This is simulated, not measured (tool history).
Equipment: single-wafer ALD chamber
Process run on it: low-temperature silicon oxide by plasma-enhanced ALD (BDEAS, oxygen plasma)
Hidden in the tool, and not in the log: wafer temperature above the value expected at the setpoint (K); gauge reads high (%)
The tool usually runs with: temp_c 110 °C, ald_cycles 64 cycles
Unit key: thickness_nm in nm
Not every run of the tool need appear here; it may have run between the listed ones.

run,hour,temp_c,ald_cycles,wafers since the last listed run,hours since the last thermocouple change,hours since the gauge calibration,"read-back reference wafer on the same gauge, thickness_nm",thickness_nm
1,0,110,64,0,1919,449.9,7.214,8.55
2,109.6,103,64,640,2028.6,559.5,7.193,8.636
3,139.4,104,59,174,2058.4,589.3,7.2,7.972
4,196.4,110,64,332,2115.4,646.3,7.183,8.498
5,253,110,64,330,2172,702.9,7.191,8.497
6,287.8,110,64,203,2206.8,737.7,7.18,8.488
7,339.5,110,64,302,2258.5,789.4,7.177,8.532
8,393.5,110,64,315,2312.5,843.4,7.167,8.499
9,448.3,110,64,320,2367.3,898.2,7.159,8.486
10,492.2,100,64,256,2411.2,942.1,7.162,8.667
11,516.4,110,64,141,2435.4,966.3,7.145,8.47
# hour 561.5: gauge calibrated
12,585,110,71,400,2504,23.5,7.282,9.558
13,624,110,71,227,2543,62.5,7.278,9.56
# hour 651.8: thermocouple changed; heater temperature recalibrated
14,662.4,103,76,177,10.6,100.9,7.274,10.361
15,718.1,101,64,325,66.3,156.6,7.266,8.798
16,786.1,101,64,397,134.3,224.6,7.251,8.775
17,833.4,110,60,276,181.6,271.9,7.255,8.045
18,875.9,124,64,248,224.1,314.4,7.254,8.317
19,924.4,110,71,283,272.6,362.9,7.234,9.517
20,953.3,122,54,168,301.5,391.8,7.24,7.049
21,984.2,103,64,180,332.4,422.7,7.231,8.701
22,1052.9,110,64,401,401.1,491.4,7.229,8.556
23,1118.7,110,64,384,466.9,557.2,7.22,8.544
24,1162.7,106,76,257,510.9,601.2,7.216,10.244
25,1209.7,110,57,274,557.9,648.2,7.203,7.603
26,1252.8,110,55,251,601,691.3,7.2,7.357
27,1287.8,97,64,204,636,726.3,7.209,8.836

What if the next run were any one of these 4? Each begins from the tool's condition after run 27:
A,1288.3,102,64,2,636.5,726.8,?,?
B,1288.3,123,58,2,636.5,726.8,?,?
C,1288.3,110,74,2,636.5,726.8,?,?
D,1288.3,116,71,2,636.5,726.8,?,?

run,"read-back reference wafer on the same gauge, thickness_nm",thickness_nm
A,7.203,8.703
B,7.203,7.546
C,7.203,9.897
D,7.203,9.377
Had the tool no hidden state, the same runs would have come out as:
run,thickness_nm
A,8.786
B,7.617
C,9.991
D,9.465
